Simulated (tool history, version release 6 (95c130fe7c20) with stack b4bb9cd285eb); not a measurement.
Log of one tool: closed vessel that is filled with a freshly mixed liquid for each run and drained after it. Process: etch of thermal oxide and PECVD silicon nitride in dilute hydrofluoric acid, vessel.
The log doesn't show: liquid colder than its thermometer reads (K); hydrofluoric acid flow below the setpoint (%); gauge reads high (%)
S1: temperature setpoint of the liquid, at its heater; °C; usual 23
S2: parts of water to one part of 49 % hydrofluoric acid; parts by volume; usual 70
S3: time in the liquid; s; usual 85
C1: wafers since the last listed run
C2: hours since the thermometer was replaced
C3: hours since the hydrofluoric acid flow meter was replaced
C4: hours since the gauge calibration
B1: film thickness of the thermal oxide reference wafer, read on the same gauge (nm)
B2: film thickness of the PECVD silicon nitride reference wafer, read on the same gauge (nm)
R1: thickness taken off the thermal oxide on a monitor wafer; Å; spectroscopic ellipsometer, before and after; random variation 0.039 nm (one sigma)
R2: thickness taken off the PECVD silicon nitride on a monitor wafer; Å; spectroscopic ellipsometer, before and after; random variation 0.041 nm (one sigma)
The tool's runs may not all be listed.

Run 1, hour 0: usual settings; C1 0; C2 638.3; C3 938.7; C4 1270.1; B1 50; B2 69.982. Result: R1 52.7 Å, R2 18.38 Å.
Run 2, hour 60.4: usual settings; C1 7887; C2 698.7; C3 999.1; C4 1330.5; B1 50; B2 70.003. Result: R1 51.5 Å, R2 18.66 Å.
Run 3, hour 128.7: usual settings but S3 110 s; C1 8918; C2 767; C3 1067.4; C4 1398.8; B1 49.99; B2 69.985. Result: R1 66.2 Å, R2 24.02 Å.
Run 4, hour 233.4: usual settings but S3 110 s; C1 13671; C2 871.7; C3 1172.1; C4 1503.5; B1 50.05; B2 69.995. Result: R1 66.1 Å, R2 22.85 Å.
Run 5, hour 311.1: usual settings but S3 110 s; C1 10146; C2 949.4; C3 1249.8; C4 1581.2; B1 49.96; B2 70.001. Result: R1 65.5 Å, R2 22.29 Å.
Run 6, hour 404: usual settings; C1 12130; C2 1042.3; C3 1342.7; C4 1674.1; B1 50.01; B2 70.018. Result: R1 50.1 Å, R2 17.4 Å.
Run 7, hour 497.7: usual settings; C1 12235; C2 1136; C3 1436.4; C4 1767.8; B1 50; B2 69.996. Result: R1 49.9 Å, R2 17.59 Å.
At hour 516.4: hydrofluoric acid flow meter replaced.
At hour 532.4: thermometer replaced.
Run 8, hour 561.6: usual settings; C1 8082; C2 29.2; C3 45.2; C4 1831.7; B1 50; B2 70.007. Result: R1 53.6 Å, R2 18.88 Å.
Run 9, hour 617.9: usual settings but S2 80 parts by volume; C1 7351; C2 85.5; C3 101.5; C4 1888; B1 49.97; B2 70.015. Result: R1 46.3 Å, R2 17.19 Å.
Run 10, hour 661.7: usual settings but S2 80 parts by volume; C1 5719; C2 129.3; C3 145.3; C4 1931.8; B1 49.98; B2 69.967. Result: R1 45.8 Å, R2 16.57 Å.
Run 11, hour 742.1: usual settings but S1 19.5 °C; C1 10498; C2 209.7; C3 225.7; C4 2012.2; B1 50; B2 69.988. Result: R1 45.6 Å, R2 15.14 Å.
Run 12, hour 778.8: usual settings but S1 21 °C, S2 80 parts by volume; C1 4792; C2 246.4; C3 262.4; C4 2048.9; B1 50.02; B2 70.014. Result: R1 41.8 Å, R2 14.45 Å.
Run 13, hour 828.3: usual settings; C1 6463; C2 295.9; C3 311.9; C4 2098.4; B1 49.99; B2 69.981. Result: R1 52.7 Å, R2 18.9 Å.
Run 14, hour 926.8: usual settings but S1 28 °C; C1 12862; C2 394.4; C3 410.4; C4 2196.9; B1 50; B2 70.022. Result: R1 64.5 Å, R2 25.18 Å.
Run 15, hour 1020.9: usual settings but S2 100 parts by volume, S3 120 s; C1 12287; C2 488.5; C3 504.5; C4 2291; B1 50.02; B2 69.962. Result: R1 49.1 Å, R2 18.71 Å.
Run 16, hour 1064.6: usual settings but S1 28 °C, S2 45 parts by volume, S3 135 s; C1 5706; C2 532.2; C3 548.2; C4 2334.7; B1 50.03; B2 69.993. Result: R1 163.9 Å, R2 60.52 Å.
Run 17, hour 1160.6: usual settings but S1 18.5 °C, S2 80 parts by volume; C1 12535; C2 628.2; C3 644.2; C4 2430.7; B1 50.01; B2 69.98. Result: R1 36.8 Å, R2 11.6 Å.
Run 18, hour 1238.7: usual settings but S1 19 °C, S2 40 parts by volume, S3 40 s; C1 10198; C2 706.3; C3 722.3; C4 2508.8; B1 50.03; B2 69.984. Result: R1 36.7 Å, R2 11.18 Å.
Run 19, hour 1327.7: usual settings but S1 19 °C, S3 120 s; C1 11621; C2 795.3; C3 811.3; C4 2597.8; B1 49.95; B2 70.007. Result: R1 61.3 Å, R2 19.53 Å.
Run 20, hour 1422.6: usual settings but S1 25 °C; C1 12392; C2 890.2; C3 906.2; C4 2692.7; B1 49.99; B2 69.993. Result: R1 54.8 Å, R2 20.35 Å.
At hour 1457.2: gauge calibrated.
Run 21, hour 1512: usual settings but S1 24.5 °C, S2 35 parts by volume, S3 125 s; C1 11673; C2 979.6; C3 995.6; C4 54.8; B1 50.03; B2 69.981. Result: R1 164.9 Å, R2 56.52 Å.
Run 22, hour 1553.7: usual settings; C1 5445; C2 1021.3; C3 1037.3; C4 96.5; B1 50.02; B2 70.019. Result: R1 50.9 Å, R2 17.55 Å.
Run 23, hour 1622.2: usual settings but S2 100 parts by volume; C1 8944; C2 1089.8; C3 1105.8; C4 165; B1 50.02; B2 70.02. Result: R1 33.6 Å, R2 12.32 Å.
Run 24, hour 1730.1: usual settings but S1 25.5 °C, S3 55 s; C1 14089; C2 1197.7; C3 1213.7; C4 272.9; B1 50.02; B2 70.016. Result: R1 35.6 Å, R2 12.8 Å.
Run 25, hour 1832.7: usual settings but S1 25 °C, S2 85 parts by volume, S3 110 s; C1 13397; C2 1300.3; C3 1316.3; C4 375.5; B1 50.01; B2 70.001. Result: R1 56 Å, R2 20.57 Å.
Run 26, hour 1877.1: usual settings; C1 5797; C2 1344.7; C3 1360.7; C4 419.9; B1 49.98; B2 69.995. Result: R1 49.4 Å, R2 16.91 Å.

Forecast each of these 4 alternatives for the next run:
Run A, hour 1877.8: usual settings; C1 91; C2 1345.4; C3 1361.4; C4 420.6; B1 ?; B2 ?. Result: R1 ?, R2 ?.
Run B, hour 1877.8: usual settings but S2 55 parts by volume, S3 65 s; C1 91; C2 1345.4; C3 1361.4; C4 420.6; B1 ?; B2 ?. Result: R1 ?, R2 ?.
Run C, hour 1877.8: usual settings but S2 40 parts by volume, S3 60 s; C1 91; C2 1345.4; C3 1361.4; C4 420.6; B1 ?; B2 ?. Result: R1 ?, R2 ?.
Run D, hour 1877.8: usual settings but S1 19.5 °C, S2 90 parts by volume; C1 91; C2 1345.4; C3 1361.4; C4 420.6; B1 ?; B2 ?. Result: R1 ?, R2 ?.

run  B1      B2    R1     R2
  A  50  70.004  48.8  16.82
  B  50  70.004  48.4  16.27
  C  50  70.004  62.6  20.46
  D  50  70.004  32.1  10.33
Without the tool's hidden state the same runs would have given:
run    R1     R2
  A  54.5  20.14
  B  54.1   19.5
  C    70  24.57
  D  35.8  12.41

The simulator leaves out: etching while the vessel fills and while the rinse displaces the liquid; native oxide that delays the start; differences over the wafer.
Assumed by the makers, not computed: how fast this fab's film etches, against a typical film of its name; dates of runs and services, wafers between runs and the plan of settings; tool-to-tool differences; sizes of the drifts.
